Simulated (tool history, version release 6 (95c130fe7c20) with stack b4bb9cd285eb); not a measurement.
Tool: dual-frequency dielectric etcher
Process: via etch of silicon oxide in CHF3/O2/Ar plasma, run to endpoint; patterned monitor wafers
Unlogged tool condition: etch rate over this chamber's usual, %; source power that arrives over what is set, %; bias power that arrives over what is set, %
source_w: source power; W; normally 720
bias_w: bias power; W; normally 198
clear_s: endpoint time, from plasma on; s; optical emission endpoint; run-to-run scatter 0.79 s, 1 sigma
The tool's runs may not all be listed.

| run | day | source_w | bias_w | wafers since the last listed run | hours since the last wet clean | hours since the last source power generator calibration | hours since the last bias power generator calibration | hours since the last upper electrode change | incoming incoming film thickness, nm | clear_s |
|---|---|---|---|---|---|---|---|---|---|---|
| 1 | 0 | 780 | 198 | 0 | 294.5 | 1736.7 | 3898.4 | 5137.8 | 549 | 256.2 |
| 2 | 2.129 | 780 | 198 | 305 | 345.6 | 1787.8 | 3949.5 | 5188.9 | 551.4 | 258.4 |
|  | 4.742 | wet clean of the chamber |
| 3 | 5.021 | 760 | 221 | 270 | 6.7 | 1857.2 | 4018.9 | 5258.3 | 549.8 | 241.2 |
| 4 | 7.871 | 760 | 221 | 408 | 75.1 | 1925.6 | 4087.3 | 5326.7 | 550.7 | 242.4 |
| 5 | 10.471 | 760 | 221 | 372 | 137.5 | 1988 | 4149.7 | 5389.1 | 551.2 | 242.7 |
|  | 12.758 | bias power generator calibrated |
| 6 | 12.921 | 720 | 198 | 327 | 196.3 | 2046.8 | 3.9 | 5447.9 | 552.5 | 264 |
|  | 14.942 | upper electrode replaced |
| 7 | 14.962 | 720 | 198 | 149 | 245.3 | 2095.8 | 52.9 | 0.5 | 548.3 | 262.1 |
| 8 | 16.375 | 640 | 198 | 202 | 279.2 | 2129.7 | 86.8 | 34.4 | 554.5 | 276.9 |
| 9 | 19.079 | 660 | 198 | 387 | 344.1 | 2194.6 | 151.7 | 99.3 | 549.7 | 273.5 |
|  | 20.696 | wet clean of the chamber |
| 10 | 21.192 | 790 | 225 | 159 | 11.9 | 2245.3 | 202.4 | 150 | 552.9 | 238.1 |
| 11 | 25.104 | 650 | 198 | 560 | 105.8 | 2339.2 | 296.3 | 243.9 | 550.5 | 272.6 |
|  | 28.838 | source power generator calibrated |
| 12 | 32.967 | 830 | 151 | 1102 | 294.5 | 99.1 | 485 | 432.6 | 552.9 | 292.5 |
| 13 | 34.254 | 830 | 151 | 184 | 325.4 | 130 | 515.9 | 463.5 | 548.7 | 291.1 |
|  | 35.967 | wet clean of the chamber |
| 14 | 36.925 | 760 | 221 | 239 | 23 | 194.1 | 580 | 527.6 | 553.9 | 244.3 |
| 15 | 38.012 | 600 | 198 | 155 | 49.1 | 220.2 | 606.1 | 553.7 | 545.7 | 275.4 |

Forecast run 16:
| 16 | 40.688 | 720 | 183 | 383 | 113.3 | 284.4 | 670.3 | 617.9 | 556.6 | ? |

For run 16 the tool returned clear_s 278.7 s.
Take away the tool's hidden state, keep the run-to-run variation as it was, and the same run would have given clear_s 277.4 s.
